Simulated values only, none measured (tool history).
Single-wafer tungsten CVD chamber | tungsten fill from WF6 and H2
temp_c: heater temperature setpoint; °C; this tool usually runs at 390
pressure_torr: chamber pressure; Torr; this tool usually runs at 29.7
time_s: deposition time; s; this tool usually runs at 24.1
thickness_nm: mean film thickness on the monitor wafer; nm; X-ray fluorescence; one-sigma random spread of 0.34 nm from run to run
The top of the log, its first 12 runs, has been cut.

| run | day | temp_c | pressure_torr | time_s | wafers since the last listed run | hours since the last thermocouple change | hours since the last manometer calibration | hours since the showerhead was replaced | hours since the gauge calibration | read-back reference wafer on the same gauge, thickness_nm | thickness_nm |
|---|---|---|---|---|---|---|---|---|---|---|---|
|  | 5.446 | gauge calibrated |
|  | 5.683 | thermocouple changed; heater temperature recalibrated |
| 13 | 5.704 | 378 | 29.7 | 24.1 | 190 | 0.5 | 2239.3 | 91.5 | 6.2 | 54.44 | 44.092 |
| 14 | 6.05 | 390 | 33.2 | 27.9 | 162 | 8.8 | 2247.6 | 99.8 | 14.5 | 54.575 | 69.368 |
| 15 | 6.675 | 390 | 29.7 | 24.1 | 294 | 23.8 | 2262.6 | 114.8 | 29.5 | 54.41 | 58.155 |
| 16 | 7.221 | 399 | 29.7 | 25.6 | 256 | 36.9 | 2275.7 | 127.9 | 42.6 | 54.435 | 73.873 |
| 17 | 7.638 | 398 | 24 | 26.3 | 196 | 46.9 | 2285.7 | 137.9 | 52.6 | 54.552 | 68.892 |
| 18 | 8.112 | 390 | 36.5 | 28.8 | 223 | 58.3 | 2297.1 | 149.3 | 64 | 54.537 | 74.873 |
| 19 | 8.379 | 396 | 24.1 | 24.1 | 125 | 64.7 | 2303.5 | 155.7 | 70.4 | 54.554 | 60.406 |
| 20 | 8.921 | 390 | 29.7 | 28.1 | 255 | 77.7 | 2316.5 | 168.7 | 83.4 | 54.461 | 66.832 |
|  | 9.917 | capacitance manometer re-zeroed and calibrated |
| 21 | 9.938 | 390 | 29.7 | 24.1 | 321 | 102.1 | 0.5 | 193.1 | 107.8 | 54.417 | 57.928 |
| 22 | 10.512 | 390 | 29.7 | 24.1 | 270 | 115.9 | 14.3 | 206.9 | 121.6 | 54.531 | 57.894 |
| 23 | 10.975 | 390 | 29.7 | 24.1 | 217 | 127 | 25.4 | 218 | 132.7 | 54.432 | 57.31 |
| 24 | 11.504 | 390 | 29.7 | 25.5 | 249 | 139.7 | 38.1 | 230.7 | 145.4 | 54.493 | 60.248 |
| 25 | 12.112 | 384 | 29.7 | 20.6 | 286 | 154.3 | 52.7 | 245.3 | 160 | 54.47 | 42.753 |
| 26 | 12.525 | 400 | 23.1 | 26.2 | 194 | 164.2 | 62.6 | 255.2 | 169.9 | 54.538 | 71.641 |
| 27 | 12.988 | 404 | 29.7 | 24.1 | 217 | 175.3 | 73.7 | 266.3 | 181 | 54.518 | 77.319 |
| 28 | 14.2 | 390 | 29.7 | 24.1 | 570 | 204.4 | 102.8 | 295.4 | 210.1 | 54.497 | 56.842 |
| 29 | 14.792 | 397 | 22.5 | 24.1 | 278 | 218.6 | 117 | 309.6 | 224.3 | 54.446 | 60.193 |
| 30 | 15.129 | 390 | 29.7 | 24.1 | 158 | 226.7 | 125.1 | 317.7 | 232.4 | 54.575 | 57.061 |
| 31 | 15.825 | 394 | 29.7 | 24.1 | 327 | 243.4 | 141.8 | 334.4 | 249.1 | 54.517 | 62.814 |
| 32 | 16.288 | 402 | 29.7 | 25.8 | 217 | 254.5 | 152.9 | 345.5 | 260.2 | 54.553 | 79.115 |
| 33 | 16.883 | 404 | 29.7 | 20.5 | 280 | 268.8 | 167.2 | 359.8 | 274.5 | 54.545 | 66.156 |

Here are 5 independent what-if runs from the current tool condition. What would each one return?
| A | 16.9 | 386 | 29.7 | 24.1 | 7 | 269.2 | 167.6 | 360.2 | 274.9 | ? | ? |
| B | 16.9 | 390 | 27.1 | 24.1 | 7 | 269.2 | 167.6 | 360.2 | 274.9 | ? | ? |
| C | 16.9 | 382 | 34.2 | 26.9 | 7 | 269.2 | 167.6 | 360.2 | 274.9 | ? | ? |
| D | 16.9 | 395 | 23.6 | 19.4 | 7 | 269.2 | 167.6 | 360.2 | 274.9 | ? | ? |
| E | 16.9 | 390 | 22.8 | 22.4 | 7 | 269.2 | 167.6 | 360.2 | 274.9 | ? | ? |

| run | read-back reference wafer on the same gauge, thickness_nm | thickness_nm |
|---|---|---|
| A | 54.439 | 52.835 |
| B | 54.439 | 55.911 |
| C | 54.439 | 56.739 |
| D | 54.439 | 47.713 |
| E | 54.439 | 48.902 |
Without the tool's hidden state the same runs would have given:
| run | thickness_nm |
|---|---|
| A | 52.835 |
| B | 55.911 |
| C | 56.739 |
| D | 47.713 |
| E | 48.902 |
